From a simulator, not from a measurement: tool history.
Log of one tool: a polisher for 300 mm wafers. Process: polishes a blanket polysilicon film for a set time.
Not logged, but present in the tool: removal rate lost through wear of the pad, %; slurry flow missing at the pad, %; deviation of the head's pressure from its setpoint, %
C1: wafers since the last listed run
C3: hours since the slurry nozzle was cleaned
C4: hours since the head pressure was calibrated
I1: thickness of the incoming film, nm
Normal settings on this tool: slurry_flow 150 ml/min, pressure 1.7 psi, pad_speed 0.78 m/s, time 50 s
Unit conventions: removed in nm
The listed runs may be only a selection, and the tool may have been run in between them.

run 1 hour=0.0 | slurry_flow=150 pressure=1.7 pad_speed=0.78 time=50 | C1=0 wafers_polished_on_this_pad=218 C3=227.8 C4=175.9 | I1=1513.9 | removed=195.9
run 2 hour=9.0 | slurry_flow=150 pressure=1.5 pad_speed=0.78 time=40 | C1=125 wafers_polished_on_this_pad=344 C3=236.8 C4=184.9 | I1=1540.2 | removed=138.4
run 3 hour=25.9 | slurry_flow=150 pressure=1.5 pad_speed=0.78 time=40 | C1=235 wafers_polished_on_this_pad=580 C3=253.7 C4=201.8 | I1=1562.9 | removed=135.5
run 4 hour=36.9 | slurry_flow=150 pressure=1.5 pad_speed=0.78 time=40 | C1=153 wafers_polished_on_this_pad=733 C3=264.7 C4=212.8 | I1=1510.3 | removed=136.5
run 5 hour=46.3 | slurry_flow=150 pressure=1.7 pad_speed=0.64 time=56 | C1=131 wafers_polished_on_this_pad=864 C3=274.1 C4=222.2 | I1=1514.8 | removed=180.1
-- hour=56.8 worn pad replaced by a new one
run 6 hour=57.3 | slurry_flow=150 pressure=1.7 pad_speed=0.64 time=56 | C1=97 wafers_polished_on_this_pad=7 C3=285.1 C4=233.2 | I1=1524.6 | removed=179.8
run 7 hour=70.5 | slurry_flow=150 pressure=1.7 pad_speed=0.78 time=50 | C1=184 wafers_polished_on_this_pad=191 C3=298.3 C4=246.4 | I1=1549.3 | removed=190.2
run 8 hour=83.8 | slurry_flow=150 pressure=1.7 pad_speed=0.78 time=50 | C1=185 wafers_polished_on_this_pad=377 C3=311.6 C4=259.7 | I1=1536.2 | removed=184.1
run 9 hour=91.7 | slurry_flow=150 pressure=1.7 pad_speed=0.78 time=50 | C1=110 wafers_polished_on_this_pad=487 C3=319.5 C4=267.6 | I1=1533.8 | removed=185.6
run 10 hour=103.1 | slurry_flow=150 pressure=1.7 pad_speed=0.78 time=40 | C1=159 wafers_polished_on_this_pad=646 C3=330.9 C4=279.0 | I1=1538.9 | removed=146.8
-- hour=106.9 slurry nozzle cleaned
run 11 hour=118.1 | slurry_flow=150 pressure=1.7 pad_speed=0.78 time=50 | C1=195 wafers_polished_on_this_pad=842 C3=11.2 C4=294.0 | I1=1551.5 | removed=182.0
-- hour=122.5 head pressure recalibrated
-- hour=131.2 worn pad replaced by a new one
run 12 hour=131.5 | slurry_flow=150 pressure=1.7 pad_speed=0.78 time=50 | C1=103 wafers_polished_on_this_pad=4 C3=24.6 C4=9.0 | I1=1534.2 | removed=166.8
run 13 hour=141.3 | slurry_flow=150 pressure=1.7 pad_speed=0.78 time=50 | C1=136 wafers_polished_on_this_pad=141 C3=34.4 C4=18.8 | I1=1568.0 | removed=172.4
run 14 hour=156.6 | slurry_flow=150 pressure=1.7 pad_speed=0.78 time=50 | C1=213 wafers_polished_on_this_pad=354 C3=49.7 C4=34.1 | I1=1555.7 | removed=167.8
run 15 hour=172.3 | slurry_flow=110 pressure=2.2 pad_speed=0.92 time=68 | C1=219 wafers_polished_on_this_pad=574 C3=65.4 C4=49.8 | I1=1549.2 | removed=321.7
-- hour=174.3 head pressure recalibrated, repeated, since the last time left the tool worse
run 16 hour=189.9 | slurry_flow=150 pressure=1.7 pad_speed=0.78 time=50 | C1=217 wafers_polished_on_this_pad=791 C3=83.0 C4=15.6 | I1=1556.3 | removed=196.5
run 17 hour=197.4 | slurry_flow=150 pressure=1.7 pad_speed=0.78 time=50 | C1=104 wafers_polished_on_this_pad=896 C3=90.5 C4=23.1 | I1=1537.2 | removed=201.4
-- hour=204.5 worn pad replaced by a new one
run 18 hour=212.8 | slurry_flow=150 pressure=1.7 pad_speed=0.78 time=50 | C1=159 wafers_polished_on_this_pad=115 C3=105.9 C4=38.5 | I1=1565.1 | removed=198.6
run 19 hour=219.3 | slurry_flow=100 pressure=2.2 pad_speed=0.78 time=50 | C1=90 wafers_polished_on_this_pad=206 C3=112.4 C4=45.0 | I1=1560.8 | removed=237.9
run 20 hour=230.5 | slurry_flow=180 pressure=1.9 pad_speed=0.52 time=66 | C1=156 wafers_polished_on_this_pad=362 C3=123.6 C4=56.2 | I1=1511.2 | removed=223.4
run 21 hour=243.2 | slurry_flow=150 pressure=1.7 pad_speed=1.00 time=50 | C1=177 wafers_polished_on_this_pad=539 C3=136.3 C4=68.9 | I1=1533.6 | removed=243.8
run 22 hour=249.3 | slurry_flow=185 pressure=1.7 pad_speed=0.78 time=50 | C1=85 wafers_polished_on_this_pad=624 C3=142.4 C4=75.0 | I1=1525.3 | removed=207.4
run 23 hour=266.4 | slurry_flow=190 pressure=1.4 pad_speed=0.78 time=50 | C1=238 wafers_polished_on_this_pad=863 C3=159.5 C4=92.1 | I1=1537.2 | removed=169.4
-- hour=277.2 worn pad replaced by a new one
run 24 hour=281.5 | slurry_flow=105 pressure=1.7 pad_speed=0.78 time=41 | C1=154 wafers_polished_on_this_pad=59 C3=174.6 C4=107.2 | I1=1545.6 | removed=151.1
run 25 hour=297.8 | slurry_flow=150 pressure=2.0 pad_speed=0.78 time=43 | C1=227 wafers_polished_on_this_pad=287 C3=190.9 C4=123.5 | I1=1544.3 | removed=198.3
run 26 hour=306.4 | slurry_flow=195 pressure=1.4 pad_speed=0.62 time=35 | C1=120 wafers_polished_on_this_pad=407 C3=199.5 C4=132.1 | I1=1563.2 | removed=97.2
run 27 hour=322.3 | slurry_flow=190 pressure=1.4 pad_speed=0.78 time=50 | C1=221 wafers_polished_on_this_pad=629 C3=215.4 C4=148.0 | I1=1563.0 | removed=165.1

What if the next run were any one of these 3? Each begins from the tool's condition after run 27:
run A hour=322.7 | slurry_flow=150 pressure=2.2 pad_speed=0.78 time=50 | C1=5 wafers_polished_on_this_pad=634 C3=215.8 C4=148.4 | I1=1536.6 | removed=?
run B hour=322.7 | slurry_flow=150 pressure=1.7 pad_speed=1.02 time=50 | C1=5 wafers_polished_on_this_pad=634 C3=215.8 C4=148.4 | I1=1536.6 | removed=?
run C hour=322.7 | slurry_flow=165 pressure=1.4 pad_speed=0.78 time=50 | C1=5 wafers_polished_on_this_pad=634 C3=215.8 C4=148.4 | I1=1536.6 | removed=?

run=A removed=251.4
run=B removed=242.3
run=C removed=162.2
With the hidden condition removed and each run's random variation left untouched, the same runs would have given:
run=A removed=255.7
run=B removed=246.5
run=C removed=165.0
